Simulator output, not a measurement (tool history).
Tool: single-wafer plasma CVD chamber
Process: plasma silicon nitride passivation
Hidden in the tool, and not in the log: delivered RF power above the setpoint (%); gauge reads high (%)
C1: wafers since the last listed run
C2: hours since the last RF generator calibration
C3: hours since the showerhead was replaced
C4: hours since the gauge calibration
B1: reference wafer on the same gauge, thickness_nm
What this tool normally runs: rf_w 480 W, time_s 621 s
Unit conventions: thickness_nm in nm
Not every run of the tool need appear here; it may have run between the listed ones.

Run 1, day 0: usual settings; C1 0; C2 926.8; C3 4342.7; C4 772.7; B1 782.609. Result: thickness_nm 961.189 nm.
Run 2, day 1.146: usual settings; C1 69; C2 954.3; C3 4370.2; C4 800.2; B1 782.244. Result: thickness_nm 945.613 nm.
Run 3, day 3.038: usual settings but time_s 659 s; C1 115; C2 999.7; C3 4415.6; C4 845.6; B1 782.572. Result: thickness_nm 1009.562 nm.
Run 4, day 4.404: usual settings but time_s 659 s; C1 83; C2 1032.5; C3 4448.4; C4 878.4; B1 784.017. Result: thickness_nm 1008.659 nm.
Run 5, day 5.604: usual settings but time_s 659 s; C1 73; C2 1061.3; C3 4477.2; C4 907.2; B1 780.924. Result: thickness_nm 1005.555 nm.
Run 6, day 7.912: usual settings; C1 140; C2 1116.7; C3 4532.6; C4 962.6; B1 782.471. Result: thickness_nm 956.909 nm.
Run 7, day 9.692: usual settings; C1 108; C2 1159.4; C3 4575.3; C4 1005.3; B1 780.591. Result: thickness_nm 956.236 nm.
Run 8, day 11.246: usual settings; C1 94; C2 1196.7; C3 4612.6; C4 1042.6; B1 780.402. Result: thickness_nm 953.721 nm.
Run 9, day 13.154: usual settings but rf_w 425 W; C1 116; C2 1242.5; C3 4658.4; C4 1088.4; B1 780.326. Result: thickness_nm 906.195 nm.
Run 10, day 15.154: usual settings but rf_w 425 W; C1 121; C2 1290.5; C3 4706.4; C4 1136.4; B1 781.789. Result: thickness_nm 908.792 nm.
Run 11, day 16.671: usual settings but rf_w 425 W; C1 92; C2 1326.9; C3 4742.8; C4 1172.8; B1 781.634. Result: thickness_nm 918.584 nm.
Run 12, day 17.879: usual settings but rf_w 555 W, time_s 716 s; C1 73; C2 1355.9; C3 4771.8; C4 1201.8; B1 782.733. Result: thickness_nm 1146.946 nm.
Run 13, day 20.817: usual settings but rf_w 555 W, time_s 716 s; C1 179; C2 1426.4; C3 4842.3; C4 1272.3; B1 781.362. Result: thickness_nm 1146.348 nm.
At day 22.162: showerhead replaced.
At day 23.121: RF generator calibrated.
Run 14, day 23.621: usual settings but rf_w 430 W; C1 130; C2 12; C3 35; C4 1339.6; B1 781.293. Result: thickness_nm 936.622 nm.
Run 15, day 26.5: usual settings but rf_w 430 W; C1 175; C2 81.1; C3 104.1; C4 1408.7; B1 782.261. Result: thickness_nm 931.145 nm.
Run 16, day 28.425: usual settings but rf_w 430 W; C1 117; C2 127.3; C3 150.3; C4 1454.9; B1 781.937. Result: thickness_nm 930.766 nm.
Run 17, day 30.092: usual settings; C1 101; C2 167.3; C3 190.3; C4 1494.9; B1 781.682. Result: thickness_nm 957.999 nm.
At day 31.75: gauge calibrated.
Run 18, day 31.992: usual settings but rf_w 410 W; C1 115; C2 212.9; C3 235.9; C4 5.8; B1 781.679. Result: thickness_nm 920.164 nm.
Run 19, day 34.225: usual settings but time_s 670 s; C1 136; C2 266.5; C3 289.5; C4 59.4; B1 781.582. Result: thickness_nm 1048.968 nm.
Run 20, day 36: usual settings but rf_w 425 W; C1 108; C2 309.1; C3 332.1; C4 102; B1 781.083. Result: thickness_nm 926.335 nm.
Run 21, day 37.704: usual settings but rf_w 545 W; C1 103; C2 350; C3 373; C4 142.9; B1 782.743. Result: thickness_nm 999.643 nm.
Run 22, day 39.6: usual settings but rf_w 430 W, time_s 660 s; C1 115; C2 395.5; C3 418.5; C4 188.4; B1 782.134. Result: thickness_nm 993.047 nm.
Run 23, day 40.779: usual settings but rf_w 575 W, time_s 659 s; C1 71; C2 423.8; C3 446.8; C4 216.7; B1 780.363. Result: thickness_nm 1077.93 nm.
Run 24, day 41.946: usual settings but rf_w 435 W, time_s 656 s; C1 71; C2 451.8; C3 474.8; C4 244.7; B1 782.773. Result: thickness_nm 985.161 nm.
Run 25, day 46.833: usual settings; C1 298; C2 569.1; C3 592.1; C4 362; B1 781.06. Result: thickness_nm 963.13 nm.
Run 26, day 52.862: usual settings; C1 367; C2 713.8; C3 736.8; C4 506.7; B1 782.549. Result: thickness_nm 960.778 nm.
Run 27, day 54.504: usual settings but rf_w 430 W; C1 100; C2 753.2; C3 776.2; C4 546.1; B1 784.076. Result: thickness_nm 930.663 nm.
Run 28, day 56.404: usual settings but rf_w 390 W, time_s 511 s; C1 115; C2 798.8; C3 821.8; C4 591.7; B1 782.078. Result: thickness_nm 739.048 nm.
Run 29, day 58.721: usual settings but rf_w 400 W, time_s 660 s; C1 141; C2 854.4; C3 877.4; C4 647.3; B1 781.488. Result: thickness_nm 964.045 nm.
Run 30, day 61.108: usual settings but rf_w 385 W, time_s 582 s; C1 145; C2 911.7; C3 934.7; C4 704.6; B1 781.155. Result: thickness_nm 841.979 nm.
Run 31, day 63.038: usual settings but rf_w 575 W, time_s 587 s; C1 117; C2 958; C3 981; C4 750.9; B1 782.472. Result: thickness_nm 952.15 nm.
Run 32, day 65.583: usual settings but rf_w 440 W, time_s 698 s; C1 155; C2 1019.1; C3 1042.1; C4 812; B1 782.833. Result: thickness_nm 1047.905 nm.
Run 33, day 67.862: usual settings but rf_w 420 W, time_s 665 s; C1 138; C2 1073.8; C3 1096.8; C4 866.7; B1 783.429. Result: thickness_nm 983.188 nm.
Run 34, day 69.521: usual settings; C1 101; C2 1113.6; C3 1136.6; C4 906.5; B1 781.454. Result: thickness_nm 949.141 nm.
Run 35, day 70.679: usual settings; C1 70; C2 1141.4; C3 1164.4; C4 934.3; B1 781.187. Result: thickness_nm 954.093 nm.
Run 36, day 71.792: usual settings but rf_w 515 W; C1 67; C2 1168.1; C3 1191.1; C4 961; B1 780.475. Result: thickness_nm 979.908 nm.
Run 37, day 73.346: usual settings but rf_w 530 W, time_s 698 s; C1 94; C2 1205.4; C3 1228.4; C4 998.3; B1 781.865. Result: thickness_nm 1113.886 nm.

5 ways to go on from here, each from the tool as it stands after run 37. What would each give?
Run A, day 73.371: usual settings; C1 1; C2 1206; C3 1229; C4 998.9; B1 ?. Result: thickness_nm ?.
Run B, day 73.371: usual settings but rf_w 550 W, time_s 565 s; C1 1; C2 1206; C3 1229; C4 998.9; B1 ?. Result: thickness_nm ?.
Run C, day 73.371: usual settings but time_s 501 s; C1 1; C2 1206; C3 1229; C4 998.9; B1 ?. Result: thickness_nm ?.
Run D, day 73.371: usual settings but rf_w 540 W, time_s 740 s; C1 1; C2 1206; C3 1229; C4 998.9; B1 ?. Result: thickness_nm ?.
Run E, day 73.371: usual settings but rf_w 535 W, time_s 704 s; C1 1; C2 1206; C3 1229; C4 998.9; B1 ?. Result: thickness_nm ?.

run       B1  thickness_nm
  A  781.975       945.274
  B  781.975       896.741
  C  781.975       762.613
  D  781.975      1167.903
  E  781.975      1107.921
With no hidden state in the tool, these same runs would have given:
run  thickness_nm
  A       958.132
  B       908.939
  C       772.986
  D       1183.79
  E      1122.991

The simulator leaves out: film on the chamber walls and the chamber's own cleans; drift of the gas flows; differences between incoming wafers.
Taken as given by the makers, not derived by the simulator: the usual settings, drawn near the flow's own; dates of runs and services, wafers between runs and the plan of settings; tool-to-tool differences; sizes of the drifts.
